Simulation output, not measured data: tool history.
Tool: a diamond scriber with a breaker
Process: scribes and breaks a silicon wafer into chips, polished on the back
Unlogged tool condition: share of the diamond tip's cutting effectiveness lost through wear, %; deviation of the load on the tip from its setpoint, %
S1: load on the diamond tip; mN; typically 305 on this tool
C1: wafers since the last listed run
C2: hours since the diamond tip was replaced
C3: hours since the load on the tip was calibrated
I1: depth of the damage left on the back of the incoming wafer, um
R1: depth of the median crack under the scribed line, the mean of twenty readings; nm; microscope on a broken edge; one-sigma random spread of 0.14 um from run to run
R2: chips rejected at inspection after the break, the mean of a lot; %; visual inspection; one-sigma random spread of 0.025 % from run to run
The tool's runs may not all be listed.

run,hour,S1,C1,C2,C3,I1,R1,R2
1,0,305,0,478.6,1149.9,0.05,10310,1.87
2,24.8,305,71,503.4,1174.7,0.04,10520,1.71
3,41.2,237,46,519.8,1191.1,0.02,9470,7.33
4,57.6,237,46,536.2,1207.5,0.03,9410,7.18
5,75.5,237,51,554.1,1225.4,0.04,9530,7.67
6,95,338,55,573.6,1244.9,0.03,10800,1.01
7,114.9,338,57,593.5,1264.8,0.03,10650,0.94
8,147.3,305,92,625.9,1297.2,0.03,10010,2.37
9,165.2,305,51,643.8,1315.1,0.02,10150,2.46
10,192.8,305,79,671.4,1342.7,0.05,10170,2.61
11,206.7,305,39,685.3,1356.6,0.04,10000,2.82
12,224.2,243,50,702.8,1374.1,0.04,9320,8.56
13,250.4,243,75,729,1400.3,0.04,9330,8.43
14,273.6,238,66,752.2,1423.5,0.03,9080,10.04
15,294.8,216,60,773.4,1444.7,0.02,8960,13.45
16,325.9,245,89,804.5,1475.8,0.04,9070,8.7
# hour 331.6: load on the tip recalibrated
17,353.1,271,72,831.7,21.5,0.03,9570,7.28
# hour 367.9: diamond tip replaced by a new one
18,378.3,216,66,10.4,46.7,0.02,10020,4.5
19,394.1,221,45,26.2,62.5,0.03,9870,3.78
20,418.3,334,69,50.4,86.7,0.04,11340,0.73
21,448.5,305,86,80.6,116.9,0.02,10930,0.59
22,461.3,231,36,93.4,129.7,0.03,10080,3.74

Run 23, settings as shown, results not yet in. Your forecast:
23,480.8,346,55,112.9,149.2,0.02,?,?

Run 23 gave R1 11780 nm, R2 0.85 %.
Minus the tool's unlogged condition, the same run would have read R1 11940 nm, R2 1.14 %.

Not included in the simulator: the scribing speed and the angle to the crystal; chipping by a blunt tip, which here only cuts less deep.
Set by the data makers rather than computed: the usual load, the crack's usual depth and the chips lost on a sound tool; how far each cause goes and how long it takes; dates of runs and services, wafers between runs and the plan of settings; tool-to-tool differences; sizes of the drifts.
